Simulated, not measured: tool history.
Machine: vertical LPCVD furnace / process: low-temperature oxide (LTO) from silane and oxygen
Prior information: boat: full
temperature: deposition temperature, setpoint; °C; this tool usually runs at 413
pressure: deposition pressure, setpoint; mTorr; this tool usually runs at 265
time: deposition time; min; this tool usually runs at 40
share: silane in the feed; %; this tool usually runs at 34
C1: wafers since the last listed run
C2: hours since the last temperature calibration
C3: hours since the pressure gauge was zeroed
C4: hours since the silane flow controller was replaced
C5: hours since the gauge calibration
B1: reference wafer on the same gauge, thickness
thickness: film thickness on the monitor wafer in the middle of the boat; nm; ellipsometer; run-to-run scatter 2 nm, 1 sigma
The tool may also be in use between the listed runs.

Run 1, hour 0: usual settings; C1 0; C2 4768.6; C3 2202.6; C4 5254.6; C5 1608.8; B1 359.02. Result: thickness 376.07 nm.
Run 2, hour 37.2: usual settings; C1 779; C2 4805.8; C3 2239.8; C4 5291.8; C5 1646; B1 359.16. Result: thickness 374.92 nm.
Run 3, hour 102.7: usual settings; C1 1372; C2 4871.3; C3 2305.3; C4 5357.3; C5 1711.5; B1 359.12. Result: thickness 370.76 nm.
Run 4, hour 159.3: usual settings; C1 1185; C2 4927.9; C3 2361.9; C4 5413.9; C5 1768.1; B1 359.07. Result: thickness 377.28 nm.
Run 5, hour 213.2: usual settings but time 48.5 min; C1 1129; C2 4981.8; C3 2415.8; C4 5467.8; C5 1822; B1 358.6. Result: thickness 453.94 nm.
Run 6, hour 246.7: usual settings but time 48.5 min; C1 701; C2 5015.3; C3 2449.3; C4 5501.3; C5 1855.5; B1 358.88. Result: thickness 454.61 nm.
Run 7, hour 314.4: usual settings but pressure 250 mTorr; C1 1418; C2 5083; C3 2517; C4 5569; C5 1923.2; B1 358.81. Result: thickness 354.13 nm.
At hour 443.7: thermocouples replaced and temperature profile calibrated.
Run 8, hour 444.2: usual settings but pressure 250 mTorr; C1 2216; C2 0.5; C3 2646.8; C4 5698.8; C5 2053; B1 359.15. Result: thickness 353.87 nm.
Run 9, hour 474.8: usual settings but temperature 407 °C, share 29 %; C1 641; C2 31.1; C3 2677.4; C4 5729.4; C5 2083.6; B1 358.77. Result: thickness 280.31 nm.
At hour 538.6: silane flow controller replaced.
Run 10, hour 539.1: usual settings but temperature 407 °C, share 29 %; C1 844; C2 95.4; C3 2741.7; C4 0.5; C5 2147.9; B1 358.54. Result: thickness 280.01 nm.
Run 11, hour 601.2: usual settings but temperature 421 °C, pressure 295 mTorr, time 24 min, share 40 %; C1 1300; C2 157.5; C3 2803.8; C4 62.6; C5 2210; B1 359.47. Result: thickness 331.26 nm.
Run 12, hour 629.1: usual settings but temperature 423 °C, time 29 min; C1 584; C2 185.4; C3 2831.7; C4 90.5; C5 2237.9; B1 358.94. Result: thickness 302.18 nm.
Run 13, hour 658.8: usual settings but pressure 235 mTorr, time 34.5 min; C1 622; C2 215.1; C3 2861.4; C4 120.2; C5 2267.6; B1 358.78. Result: thickness 287.32 nm.
Run 14, hour 700.9: usual settings but pressure 250 mTorr, share 30 %; C1 881; C2 257.2; C3 2903.5; C4 162.3; C5 2309.7; B1 358.44. Result: thickness 300.88 nm.
Run 15, hour 751.5: usual settings but temperature 421 °C, share 39 %; C1 1060; C2 307.8; C3 2954.1; C4 212.9; C5 2360.3; B1 358.5. Result: thickness 486.6 nm.
Run 16, hour 818.1: usual settings but pressure 235 mTorr, time 35 min, share 28 %; C1 1395; C2 374.4; C3 3020.7; C4 279.5; C5 2426.9; B1 359.33. Result: thickness 222.77 nm.
Run 17, hour 866.8: usual settings but temperature 425 °C, pressure 300 mTorr, time 52.5 min, share 37 %; C1 1020; C2 423.1; C3 3069.4; C4 328.2; C5 2475.6; B1 358.74. Result: thickness 708.76 nm.
Run 18, hour 935.8: usual settings but temperature 423 °C, time 29 min; C1 1445; C2 492.1; C3 3138.4; C4 397.2; C5 2544.6; B1 358.98. Result: thickness 300.13 nm.
Run 19, hour 970.9: usual settings; C1 735; C2 527.2; C3 3173.5; C4 432.3; C5 2579.7; B1 359.1. Result: thickness 375.77 nm.
Run 20, hour 998.6: usual settings but time 31.5 min, share 28 %; C1 580; C2 554.9; C3 3201.2; C4 460; C5 2607.4; B1 358.8. Result: thickness 224.5 nm.
Run 21, hour 1043.7: usual settings but share 31 %; C1 944; C2 600; C3 3246.3; C4 505.1; C5 2652.5; B1 358.88. Result: thickness 331.15 nm.
Run 22, hour 1067.9: usual settings but temperature 404 °C, time 29.5 min; C1 506; C2 624.2; C3 3270.5; C4 529.3; C5 2676.7; B1 358.96. Result: thickness 250.53 nm.
At hour 1098.5: pressure gauge zeroed.
At hour 1107.5: gauge calibrated.
Run 23, hour 1134.8: usual settings; C1 898; C2 691.1; C3 36.3; C4 596.2; C5 27.3; B1 358.74. Result: thickness 372.81 nm.
Run 24, hour 1172.1: usual settings but temperature 419 °C, time 33 min; C1 781; C2 728.4; C3 73.6; C4 633.5; C5 64.6; B1 359.15. Result: thickness 331.36 nm.
Run 25, hour 1219.6: usual settings but temperature 407 °C, share 29 %; C1 995; C2 775.9; C3 121.1; C4 681; C5 112.1; B1 358.67. Result: thickness 281.15 nm.
Run 26, hour 1279.9: usual settings; C1 1263; C2 836.2; C3 181.4; C4 741.3; C5 172.4; B1 359.31. Result: thickness 374.51 nm.
Run 27, hour 1330.3: usual settings but share 39 %; C1 1055; C2 886.6; C3 231.8; C4 791.7; C5 222.8; B1 358.69. Result: thickness 447.01 nm.
Run 28, hour 1384: usual settings; C1 1124; C2 940.3; C3 285.5; C4 845.4; C5 276.5; B1 359.42. Result: thickness 377.94 nm.
Run 29, hour 1431.9: usual settings but pressure 325 mTorr, time 25.5 min, share 28 %; C1 1003; C2 988.2; C3 333.4; C4 893.3; C5 324.4; B1 359.24. Result: thickness 225.5 nm.
Run 30, hour 1459.9: usual settings but time 50 min; C1 586; C2 1016.2; C3 361.4; C4 921.3; C5 352.4; B1 359.21. Result: thickness 466.15 nm.
Run 31, hour 1503.7: usual settings but pressure 310 mTorr, share 30 %; C1 917; C2 1060; C3 405.2; C4 965.1; C5 396.2; B1 359.47. Result: thickness 368.49 nm.
Run 32, hour 1540.2: usual settings but temperature 403 °C, pressure 315 mTorr, share 37 %; C1 764; C2 1096.5; C3 441.7; C4 1001.6; C5 432.7; B1 358.85. Result: thickness 442.17 nm.

Across each entry between runs, compare the hidden state at the last listed run before it with the hidden state at the first listed run after it:
After run 7, before run 8: thermocouples replaced and temperature profile calibrated (hour 443.7)
  no difference in the tool's unlogged condition between these two runs
After run 9, before run 10: silane flow controller replaced (hour 538.6)
  no difference in the tool's unlogged condition between these two runs
After run 22, before run 23: pressure gauge zeroed (hour 1098.5); gauge calibrated (hour 1107.5)
  no difference in the tool's unlogged condition between these two runs

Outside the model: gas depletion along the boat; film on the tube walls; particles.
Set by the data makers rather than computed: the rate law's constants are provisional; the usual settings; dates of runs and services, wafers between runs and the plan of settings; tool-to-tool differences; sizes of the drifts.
